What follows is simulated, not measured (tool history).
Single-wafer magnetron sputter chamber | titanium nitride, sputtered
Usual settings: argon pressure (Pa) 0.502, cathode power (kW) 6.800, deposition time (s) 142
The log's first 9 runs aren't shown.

run,day,argon pressure (Pa),cathode power (kW),deposition time (s),"read-back reference wafer on the same gauge, thickness_nm",mean film thickness on the monitor wafer (Å)
10,24.938,0.502,6.800,142,180.214,1545.36
11,27.754,0.502,6.800,142,179.788,1554.85
12,31.600,0.366,6.800,142,180.236,1668.93
# day 33.862: capacitance manometer re-zeroed and calibrated
13,34.588,0.502,7.950,142,179.953,1742.47
14,37.288,0.564,5.500,124,180.085,1125.01
15,39.133,0.502,5.650,163,180.068,1561.35
16,43.179,0.437,5.850,151,180.162,1523.97
# day 44.829: sputter target and shields replaced
17,46.075,0.502,6.800,142,179.932,1553.63
18,49.858,0.400,6.800,142,180.047,1633.20
# day 51.467: gauge calibrated
19,52.462,0.502,6.800,142,179.852,1548.03
20,56.175,0.609,6.800,142,179.971,1474.54
21,59.133,0.666,6.800,142,180.230,1424.37
22,61.388,0.698,7.700,124,180.156,1346.59
23,65.188,0.439,6.800,122,180.112,1364.47
24,68.896,0.655,8.050,158,179.956,1828.77
# day 69.946: sputter target and shields replaced
25,73.067,0.602,5.600,129,180.199,1170.98
26,75.125,0.331,7.350,142,179.981,1779.42
27,77.833,0.502,6.800,119,179.855,1288.26
28,81.192,0.642,8.500,142,179.886,1701.76
29,85.012,0.352,6.800,142,179.903,1659.00
30,87.858,0.502,6.800,142,180.108,1532.48
31,91.575,0.502,6.800,142,179.827,1545.75
32,93.629,0.502,6.800,150,179.816,1635.20
# day 94.612: sputter target and shields replaced
33,96.079,0.551,6.800,142,179.902,1520.11

Forecast each of these 5 alternatives for the next run:
A,96.096,0.502,6.800,142,?,?
B,96.096,0.596,6.800,142,?,?
C,96.096,0.616,6.800,142,?,?
D,96.096,0.502,5.250,168,?,?
E,96.096,0.502,7.650,142,?,?

run,"read-back reference wafer on the same gauge, thickness_nm",mean film thickness on the monitor wafer (Å)
A,179.878,1550.67
B,179.878,1481.24
C,179.878,1467.03
D,179.878,1526.91
E,179.878,1693.29
Without the tool's hidden state the same runs would have given:
run,mean film thickness on the monitor wafer (Å)
A,1550.67
B,1481.24
C,1467.03
D,1526.91
E,1693.29
